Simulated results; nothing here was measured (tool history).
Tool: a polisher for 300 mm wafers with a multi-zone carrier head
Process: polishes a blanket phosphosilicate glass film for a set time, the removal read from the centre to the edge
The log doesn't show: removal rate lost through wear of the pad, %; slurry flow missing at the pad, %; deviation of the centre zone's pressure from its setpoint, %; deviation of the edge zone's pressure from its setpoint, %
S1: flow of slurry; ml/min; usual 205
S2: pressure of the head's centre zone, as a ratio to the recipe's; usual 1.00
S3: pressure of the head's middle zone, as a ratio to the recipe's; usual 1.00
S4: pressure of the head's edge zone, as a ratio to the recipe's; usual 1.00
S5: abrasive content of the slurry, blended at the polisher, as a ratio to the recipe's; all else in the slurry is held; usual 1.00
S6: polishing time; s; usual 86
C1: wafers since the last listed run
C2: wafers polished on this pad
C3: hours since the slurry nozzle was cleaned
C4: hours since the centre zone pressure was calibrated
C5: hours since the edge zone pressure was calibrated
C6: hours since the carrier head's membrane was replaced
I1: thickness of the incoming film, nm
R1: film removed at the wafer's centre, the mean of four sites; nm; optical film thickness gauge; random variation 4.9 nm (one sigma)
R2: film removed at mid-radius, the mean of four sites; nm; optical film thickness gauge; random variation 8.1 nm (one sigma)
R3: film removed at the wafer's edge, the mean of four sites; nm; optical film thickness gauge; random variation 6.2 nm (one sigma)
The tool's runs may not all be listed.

run	hour	S1	S2	S3	S4	S5	S6	C1	C2	C3	C4	C5	C6	I1	R1	R2	R3
1	0.0	205	1.00	1.00	1.00	1.00	86	0	1263	131.0	423.7	765.7	873.3	4108.4	548.5	566.2	575.0
# hour 6.4: worn pad replaced by a new one
2	30.1	205	1.00	1.00	1.00	1.00	86	153	139	161.1	453.8	795.8	903.4	4159.9	604.5	627.5	617.0
3	61.4	225	1.07	1.05	1.00	1.00	86	184	324	192.4	485.1	827.1	934.7	4054.6	635.0	656.8	636.3
4	77.1	205	1.00	1.00	1.00	1.10	86	92	416	208.1	500.8	842.8	950.4	4175.6	607.2	629.4	627.7
# hour 97.1: edge zone pressure recalibrated
5	97.6	205	1.09	1.00	1.08	1.00	86	109	526	228.6	521.3	0.5	970.9	4053.7	625.6	599.5	621.7
6	118.7	175	1.00	1.00	1.00	1.15	86	124	650	249.7	542.4	21.6	992.0	4095.4	590.7	613.2	619.0
7	150.1	205	0.95	1.00	1.00	1.00	86	185	835	281.1	573.8	53.0	1023.4	4045.7	537.0	587.5	583.2
8	177.0	205	1.00	1.00	1.00	0.70	86	158	994	308.0	600.7	79.9	1050.3	4038.5	481.0	500.1	500.3
# hour 183.9: worn pad replaced by a new one
# hour 201.2: carrier head's membrane replaced by a new one
9	201.7	205	1.09	1.00	1.09	1.00	86	92	75	332.7	625.4	104.6	0.5	4123.4	638.8	621.2	648.4
10	232.5	175	1.00	1.00	1.00	0.80	86	181	257	363.5	656.2	135.4	31.3	4104.5	520.4	540.1	561.2
11	249.9	205	1.00	1.00	1.00	1.00	86	102	359	380.9	673.6	152.8	48.7	4121.3	575.8	600.3	604.7
# hour 271.9: centre zone pressure recalibrated
12	277.7	160	1.09	1.00	0.88	1.00	69	152	511	408.7	5.8	180.6	76.5	4064.9	460.3	447.8	434.1
13	302.1	205	1.00	1.00	1.00	1.00	86	143	655	433.1	30.2	205.0	100.9	4049.0	561.2	586.5	588.7
14	317.4	205	0.89	1.00	1.00	1.00	86	90	746	448.4	45.5	220.3	116.2	4128.0	507.4	579.6	581.8
15	350.2	205	1.00	1.00	1.00	1.00	86	193	939	481.2	78.3	253.1	149.0	4108.3	543.5	575.4	574.7
# hour 367.7: worn pad replaced by a new one
16	381.0	205	1.00	1.00	1.00	1.00	97	158	78	512.0	109.1	283.9	179.8	4081.3	659.9	689.4	702.9
17	393.4	205	1.00	1.06	0.89	1.30	75	73	151	524.4	121.5	296.3	192.2	4098.7	562.2	612.5	551.0
18	427.3	205	1.00	0.93	1.00	1.00	111	199	351	558.3	155.4	330.2	226.1	4119.0	727.0	720.6	777.6
19	441.5	205	1.00	1.00	1.00	1.00	86	83	435	572.5	169.6	344.4	240.3	4111.6	566.9	578.2	596.5
20	472.2	225	1.00	1.00	1.03	1.00	99	181	616	603.2	200.3	375.1	271.0	4138.6	657.9	699.5	685.7
21	501.2	205	1.00	0.92	1.00	0.90	86	171	787	632.2	229.3	404.1	300.0	4058.9	523.1	515.7	560.3

How the hidden state differs across the entries between the runs, from the last listed run before each to the first after it:
Between runs 1 and 2: worn pad replaced by a new one (hour 6.4)
  removal rate lost through wear of the pad, %: 10.3 -> 1.24; slurry flow missing at the pad, %: 16.2 -> 18.7
  measured less the result without the state, R1: -77.8 -> -25.2 nm; R2: -78.6 -> -24.2 nm; R3: -76.2 -> -19.5 nm
Between runs 4 and 5: edge zone pressure recalibrated (hour 97.1)
  removal rate lost through wear of the pad, %: 3.44 -> 4.4; slurry flow missing at the pad, %: 22.2 -> 23.5
  measured less the result without the state, R1: -43.9 -> -53.7 nm; R2: -42.9 -> -48.8 nm; R3: -37.4 -> -44.7 nm
Between runs 8 and 9: worn pad replaced by a new one (hour 183.9); carrier head's membrane replaced by a new one (hour 201.2)
  removal rate lost through wear of the pad, %: 8.11 -> 1.04; slurry flow missing at the pad, %: 27.9 -> 29.1
  measured less the result without the state, R1: -67.4 -> -39.1 nm; R2: -67.0 -> -34.4 nm; R3: -60.8 -> -28.0 nm
Between runs 11 and 12: centre zone pressure recalibrated (hour 271.9)
  removal rate lost through wear of the pad, %: 3.3 -> 4.6; slurry flow missing at the pad, %: 31 -> 32
  measured less the result without the state, R1: -52.3 -> -56.0 nm; R2: -50.6 -> -50.5 nm; R3: -42.7 -> -40.7 nm
Between runs 15 and 16: worn pad replaced by a new one (hour 367.7)
  removal rate lost through wear of the pad, %: 7.99 -> 1.08; slurry flow missing at the pad, %: 34.2 -> 35
  measured less the result without the state, R1: -84.3 -> -50.6 nm; R2: -84.8 -> -47.6 nm; R3: -75.1 -> -37.2 nm
